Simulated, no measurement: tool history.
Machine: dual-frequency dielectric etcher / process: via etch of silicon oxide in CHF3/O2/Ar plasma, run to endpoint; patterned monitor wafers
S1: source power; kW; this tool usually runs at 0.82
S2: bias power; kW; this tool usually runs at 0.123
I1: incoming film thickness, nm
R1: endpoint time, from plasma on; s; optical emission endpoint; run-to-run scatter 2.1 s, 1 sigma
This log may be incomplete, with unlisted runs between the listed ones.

{"run": 1, "hour": 0.0, "S1": 0.73, "S2": 0.113, "I1": 655.7, "R1": 373.6}
{"run": 2, "hour": 8.2, "S1": 0.73, "S2": 0.113, "I1": 666.9, "R1": 377.8}
{"run": 3, "hour": 22.3, "S1": 0.82, "S2": 0.123, "I1": 658.7, "R1": 352}
{"run": 4, "hour": 39.6, "S1": 0.82, "S2": 0.123, "I1": 665.2, "R1": 358.9}
{"run": 5, "hour": 48.6, "S1": 0.82, "S2": 0.123, "I1": 663.5, "R1": 358.4}
{"run": 6, "hour": 59.6, "S1": 0.82, "S2": 0.123, "I1": 664.1, "R1": 355.2}
{"run": 7, "hour": 84.9, "S1": 0.82, "S2": 0.123, "I1": 663.9, "R1": 356.5}
{"run": 8, "hour": 85.3, "S1": 0.87, "S2": 0.114, "I1": 658.8, "R1": 360.6}
{"run": 9, "hour": 97.4, "S1": 0.82, "S2": 0.123, "I1": 659.4, "R1": 350.4}
{"run": 10, "hour": 111.5, "S1": 0.89, "S2": 0.123, "I1": 667.2, "R1": 351.9}
{"run": 11, "hour": 136.7, "S1": 0.89, "S2": 0.123, "I1": 665.6, "R1": 347.3}
{"run": 12, "hour": 138.3, "S1": 0.82, "S2": 0.123, "I1": 663.4, "R1": 350.8}
{"run": 13, "hour": 149.3, "S1": 0.82, "S2": 0.123, "I1": 663.1, "R1": 356.6}
{"run": 14, "hour": 166.9, "S1": 0.82, "S2": 0.123, "I1": 659, "R1": 354.4}
{"run": 15, "hour": 179.7, "S1": 0.69, "S2": 0.135, "I1": 662.4, "R1": 352.9}
{"run": 16, "hour": 185.9, "S1": 0.88, "S2": 0.113, "I1": 665.7, "R1": 362.2}
{"run": 17, "hour": 197.2, "S1": 0.82, "S2": 0.123, "I1": 663.4, "R1": 352.8}
{"run": 18, "hour": 204.7, "S1": 0.82, "S2": 0.123, "I1": 666.9, "R1": 357.3}
{"run": 19, "hour": 216.7, "S1": 0.75, "S2": 0.15, "I1": 660.6, "R1": 334.8}
{"run": 20, "hour": 224.3, "S1": 0.74, "S2": 0.123, "I1": 663.6, "R1": 363.4}
{"run": 21, "hour": 231.4, "S1": 0.82, "S2": 0.123, "I1": 669.3, "R1": 356.1}
{"run": 22, "hour": 244.9, "S1": 0.88, "S2": 0.123, "I1": 657, "R1": 343.8}
{"run": 23, "hour": 256.4, "S1": 0.92, "S2": 0.123, "I1": 659.4, "R1": 341.3}
{"run": 24, "hour": 298.0, "S1": 0.7, "S2": 0.123, "I1": 654.3, "R1": 362.1}
{"run": 25, "hour": 312.2, "S1": 0.82, "S2": 0.113, "I1": 665.8, "R1": 369.9}
{"run": 26, "hour": 326.8, "S1": 0.82, "S2": 0.123, "I1": 662.8, "R1": 352.8}
{"run": 27, "hour": 333.6, "S1": 0.82, "S2": 0.146, "I1": 660.8, "R1": 329}
{"run": 28, "hour": 340.3, "S1": 0.97, "S2": 0.101, "I1": 664, "R1": 368}
{"run": 29, "hour": 347.0, "S1": 0.71, "S2": 0.111, "I1": 660.1, "R1": 380.8}
{"run": 30, "hour": 358.2, "S1": 0.7, "S2": 0.123, "I1": 664.8, "R1": 369.5}
{"run": 31, "hour": 366.4, "S1": 0.91, "S2": 0.103, "I1": 667.9, "R1": 374.9}
{"run": 32, "hour": 378.4, "S1": 0.82, "S2": 0.123, "I1": 664.6, "R1": 354}
{"run": 33, "hour": 388.9, "S1": 0.66, "S2": 0.099, "I1": 669.1, "R1": 411.6}
{"run": 34, "hour": 404.7, "S1": 0.64, "S2": 0.154, "I1": 656.7, "R1": 337.2}

Taken out of this log: 4 entries between the listed runs. Where each belongs, and how the hidden state differs across it:
Logged between run 6 and run 7: upper electrode replaced (hour 84.4)
  both runs share identical hidden conditions
Logged between run 10 and run 11: wet clean of the chamber (hour 136.2)
  both runs share identical hidden conditions
Logged between run 13 and run 14: source power generator calibrated (hour 156.1)
  both runs share identical hidden conditions
Logged between run 18 and run 19: bias power generator calibrated (hour 216.2)
  both runs share identical hidden conditions
